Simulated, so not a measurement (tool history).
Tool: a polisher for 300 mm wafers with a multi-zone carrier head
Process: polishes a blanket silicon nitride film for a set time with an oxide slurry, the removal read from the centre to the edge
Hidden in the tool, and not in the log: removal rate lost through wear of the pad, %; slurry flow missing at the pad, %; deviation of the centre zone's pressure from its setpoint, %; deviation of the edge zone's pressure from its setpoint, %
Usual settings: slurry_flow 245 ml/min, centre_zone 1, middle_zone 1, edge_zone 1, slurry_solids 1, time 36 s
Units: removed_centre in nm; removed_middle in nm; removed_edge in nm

run   hour  slurry_flow  centre_zone  middle_zone  edge_zone  slurry_solids  time  wafers since the last listed run  wafers polished on this pad  hours since the slurry nozzle was cleaned  hours since the centre zone pressure was calibrated  hours since the edge zone pressure was calibrated  hours since the carrier head's membrane was replaced  incoming thickness of the incoming film, nm  removed_centre  removed_middle  removed_edge
  1      0          245            1            1          1            1.1    36                                 0                         1148                                      380.2                                               1562.1                                              607.6                                                 121.6                                        290.5            32.2            28.5          29.1
  2    7.9          245         1.05         1.09          1           1.25    36                               135                         1283                                      388.1                                                 1570                                              615.5                                                 129.5                                        290.6            36.2            32.3          30.8
  3     23          245         1.09            1          1              1    36                               258                         1542                                      403.2                                               1585.1                                              630.6                                                 144.6                                        289.3            34.2            27.4          28.2
  4     33          245            1            1          1           1.15    36                               171                         1713                                      413.2                                               1595.1                                              640.6                                                 154.6                                        293.2            33.3            28.9          29.7
      52.5  -- slurry nozzle cleaned
      53.1  -- worn pad replaced by a new one
  5   53.6          245         0.96            1       0.91              1    36                               324                            8                                        1.1                                               1615.7                                              661.2                                                 175.2                                          295            29.8            27.7          26.4
  6   56.8          245            1            1          1              1    36                                54                           63                                        4.3                                               1618.9                                              664.4                                                 178.4                                        293.7            31.8            27.3          28.4
  7   69.8          245         0.88            1          1              1    36                               222                          285                                       17.3                                               1631.9                                              677.4                                                 191.4                                        288.9            27.5            27.4          27.9
  8   76.7          245         0.94            1          1              1    45                               118                          403                                       24.2                                               1638.8                                              684.3                                                 198.3                                        288.8              37            34.3            35
      79.9  -- edge zone pressure recalibrated
  9   88.7          215            1            1       1.08              1    36                               171                          575                                       36.2                                               1650.8                                                8.8                                                 210.3                                        290.3            30.9              27          28.5
     102.1  -- centre zone pressure recalibrated
 10  102.6          245            1            1       1.07              1    36                               203                          778                                       50.1                                                  0.5                                               22.7                                                 224.2                                        292.4              27            27.7          29.1
 11    149          245            1            1          1              1    36                               793                         1572                                       96.5                                                 46.9                                               69.1                                                 270.6                                        292.3            27.1            27.1          27.4
 12  164.5          245            1            1       0.89              1    36                               265                         1837                                        112                                                 62.4                                               84.6                                                 286.1                                        288.3            27.4            27.1          26.6
     178.1  -- worn pad replaced by a new one
 13  178.6          245            1            1          1              1    41                               172                            8                                      126.1                                                 76.5                                               98.7                                                 300.2                                          284            30.3            30.8          31.9
 14  189.7          245            1         0.89       0.95            1.2    31                               189                          198                                      137.2                                                 87.6                                              109.8                                                 311.3                                        291.2            25.3            22.9          25.7
 15  197.8          245            1            1          1              1    36                               138                          336                                      145.3                                                 95.7                                              117.9                                                 319.4                                        289.2            26.9            27.1            28
 16  204.4          245            1            1       0.94              1    48                               112                          449                                      151.9                                                102.3                                              124.5                                                   326                                        288.8            35.9            36.9          36.5
 17    217          320            1            1       1.11              1    31                               215                          665                                      164.5                                                114.9                                              137.1                                                 338.6                                        293.1            24.5            24.3          25.9
 18  226.2          245            1            1          1              1    36                               157                          822                                      173.7                                                124.1                                              146.3                                                 347.8                                        293.3            27.3            27.2          28.3
 19  237.1          245         1.08            1          1           1.25    36                               186                         1009                                      184.6                                                  135                                              157.2                                                 358.7                                        284.1            32.8              30          30.9
 20  252.5          245            1            1          1              1    36                               263                         1272                                        200                                                150.4                                              172.6                                                 374.1                                        291.6            27.6              27          27.9
 21    264          245            1            1          1           1.25    36                               196                         1469                                      211.5                                                161.9                                              184.1                                                 385.6                                        293.7            30.3            29.8          30.7

Forecast each of these 5 alternatives for the next run:
  A  264.4          245            1            1          1              1    36                                 6                         1476                                      211.9                                                162.3                                              184.5                                                   386                                        290.6               ?               ?             ?
  B  264.4          245         0.95         0.93          1           1.15    39                                 6                         1476                                      211.9                                                162.3                                              184.5                                                   386                                        290.6               ?               ?             ?
  C  264.4          275         0.95            1       1.04              1    36                                 6                         1476                                      211.9                                                162.3                                              184.5                                                   386                                        290.6               ?               ?             ?
  D  264.4          245            1            1          1            1.2    36                                 6                         1476                                      211.9                                                162.3                                              184.5                                                   386                                        290.6               ?               ?             ?
  E  264.4          245            1            1       1.12              1    25                                 6                         1476                                      211.9                                                162.3                                              184.5                                                   386                                        290.6               ?               ?             ?

run  removed_centre  removed_middle  removed_edge
  A            27.3              27          28.5
  B            29.8            29.3          32.8
  C            26.2            27.3          29.3
  D            29.5            29.2          30.8
  E            18.9            18.7          20.9
Without the tool's hidden state the same runs would have given:
run  removed_centre  removed_middle  removed_edge
  A            27.2              27          28.5
  B            29.7            29.3          32.8
  C            26.1            27.3          29.3
  D            29.4            29.2          30.8
  E            18.9            18.7          20.9
